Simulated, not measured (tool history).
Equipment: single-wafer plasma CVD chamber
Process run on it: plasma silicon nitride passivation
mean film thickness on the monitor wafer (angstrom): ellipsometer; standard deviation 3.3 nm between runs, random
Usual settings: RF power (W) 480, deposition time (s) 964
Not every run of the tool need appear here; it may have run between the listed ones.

run,hour,RF power (W),deposition time (s),"read-back reference wafer on the same gauge, thickness_nm",mean film thickness on the monitor wafer (angstrom)
1,0.0,480,964,1610.071,14855.56
2,63.4,480,964,1609.287,14825.98
3,128.6,480,964,1609.423,14911.56
4,172.0,480,964,1610.469,14940.08
5,201.4,480,964,1610.717,14884.29
6,260.2,480,964,1609.514,14853.27
# hour 309.4: RF generator calibrated
7,325.3,480,1067,1609.287,16426.44
8,389.1,480,1067,1610.980,16457.83
# hour 544.1: gauge calibrated
9,589.6,480,1067,1610.122,16403.18
10,653.4,480,1044,1610.414,16111.88
11,708.6,480,1044,1609.405,16104.92
12,745.2,480,1044,1610.286,16152.21
13,786.8,480,1041,1610.940,16021.11
14,831.4,480,1153,1610.520,17734.30
15,990.0,535,881,1610.299,13893.67
16,1019.8,480,964,1609.687,14837.88
# hour 1032.5: showerhead replaced
# hour 1041.3: RF generator calibrated
17,1058.5,400,964,1609.307,14388.59
18,1100.5,550,1038,1610.239,16477.07
19,1163.2,480,1067,1609.847,16420.02
20,1355.5,480,784,1609.422,12086.59
21,1466.4,390,904,1610.995,13436.49
22,1496.9,385,874,1609.800,12975.31
23,1556.7,480,964,1608.955,14844.64
24,1622.3,435,1054,1610.123,15921.68

Alternative continuations, all from the tool just after run 24; predict every row:
A,1623.0,480,964,?,?
B,1623.0,415,1015,?,?
C,1623.0,435,1038,?,?

run,"read-back reference wafer on the same gauge, thickness_nm",mean film thickness on the monitor wafer (angstrom)
A,1610.374,14860.36
B,1610.374,15242.58
C,1610.374,15717.80
The same runs, with their run-to-run variation unchanged, on a tool lacking any hidden condition would have given:
run,mean film thickness on the monitor wafer (angstrom)
A,14860.36
B,15242.58
C,15717.80
